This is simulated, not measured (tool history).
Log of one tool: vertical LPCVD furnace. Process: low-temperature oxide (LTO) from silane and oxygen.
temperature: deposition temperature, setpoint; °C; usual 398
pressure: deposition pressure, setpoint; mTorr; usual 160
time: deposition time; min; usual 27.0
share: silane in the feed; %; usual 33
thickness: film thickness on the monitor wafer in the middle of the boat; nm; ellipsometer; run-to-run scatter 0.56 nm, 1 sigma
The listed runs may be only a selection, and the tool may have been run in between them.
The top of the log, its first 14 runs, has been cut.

| run | hour | temperature | pressure | time | share | wafers since the last listed run | hours since the last temperature calibration | hours since the pressure gauge was zeroed | hours since the silane flow controller was replaced | hours since the gauge calibration | read-back reference wafer on the same gauge, thickness | thickness |
|---|---|---|---|---|---|---|---|---|---|---|---|---|
| 15 | 426.6 | 398 | 160 | 27.0 | 33 | 253 | 86.6 | 231.7 | 59.8 | 992.1 | 150.01 | 137.06 |
| 16 | 451.4 | 402 | 160 | 20.0 | 36 | 456 | 111.4 | 256.5 | 84.6 | 1016.9 | 150.32 | 120.26 |
| 17 | 479.2 | 398 | 160 | 27.0 | 33 | 511 | 139.2 | 284.3 | 112.4 | 1044.7 | 150.47 | 138.34 |
| 18 | 505.1 | 398 | 160 | 35.0 | 33 | 476 | 165.1 | 310.2 | 138.3 | 1070.6 | 150.66 | 179.87 |
| 19 | 517.7 | 391 | 180 | 27.0 | 38 | 231 | 177.7 | 322.8 | 150.9 | 1083.2 | 150.85 | 171.56 |
| 20 | 539.8 | 398 | 190 | 27.0 | 33 | 406 | 199.8 | 344.9 | 173.0 | 1105.3 | 150.95 | 164.84 |
| 21 | 566.6 | 398 | 160 | 27.0 | 29 | 492 | 226.6 | 371.7 | 199.8 | 1132.1 | 151.25 | 114.21 |
| 22 | 584.3 | 409 | 160 | 27.0 | 33 | 325 | 244.3 | 389.4 | 217.5 | 1149.8 | 151.28 | 156.29 |
|  | 611.7 | gauge calibrated |
| 23 | 617.1 | 404 | 185 | 32.0 | 33 | 603 | 277.1 | 422.2 | 250.3 | 5.4 | 147.11 | 198.55 |
| 24 | 643.2 | 398 | 195 | 34.0 | 28 | 480 | 303.2 | 448.3 | 276.4 | 31.5 | 147.24 | 162.89 |
| 25 | 665.6 | 392 | 160 | 27.0 | 36 | 412 | 325.6 | 470.7 | 298.8 | 53.9 | 147.05 | 142.05 |
| 26 | 684.4 | 398 | 160 | 33.5 | 30 | 345 | 344.4 | 489.5 | 317.6 | 72.7 | 147.03 | 145.52 |
| 27 | 699.8 | 398 | 160 | 27.0 | 33 | 283 | 359.8 | 504.9 | 333.0 | 88.1 | 147.33 | 134.59 |
| 28 | 789.5 | 407 | 135 | 27.0 | 38 | 1650 | 449.5 | 594.6 | 422.7 | 177.8 | 147.22 | 151.20 |
| 29 | 824.5 | 407 | 135 | 27.0 | 38 | 643 | 484.5 | 629.6 | 457.7 | 212.8 | 147.30 | 152.46 |
| 30 | 846.3 | 398 | 160 | 27.0 | 33 | 401 | 506.3 | 651.4 | 479.5 | 234.6 | 147.17 | 134.80 |

What if the next run were any one of these 5? Each begins from the tool's condition after run 30:
| A | 851.2 | 398 | 160 | 27.0 | 33 | 90 | 511.2 | 656.3 | 484.4 | 239.5 | ? | ? |
| B | 851.2 | 388 | 160 | 37.0 | 39 | 90 | 511.2 | 656.3 | 484.4 | 239.5 | ? | ? |
| C | 851.2 | 402 | 135 | 37.0 | 31 | 90 | 511.2 | 656.3 | 484.4 | 239.5 | ? | ? |
| D | 851.2 | 403 | 125 | 37.5 | 33 | 90 | 511.2 | 656.3 | 484.4 | 239.5 | ? | ? |
| E | 851.2 | 398 | 160 | 27.0 | 27 | 90 | 511.2 | 656.3 | 484.4 | 239.5 | ? | ? |

| run | read-back reference wafer on the same gauge, thickness | thickness |
|---|---|---|
| A | 147.43 | 135.36 |
| B | 147.43 | 206.14 |
| C | 147.43 | 150.16 |
| D | 147.43 | 155.66 |
| E | 147.43 | 100.80 |
Take away the tool's hidden state, keep each run's random variation, and the runs would have read:
| run | thickness |
|---|---|
| A | 135.08 |
| B | 205.70 |
| C | 149.83 |
| D | 155.33 |
| E | 100.58 |
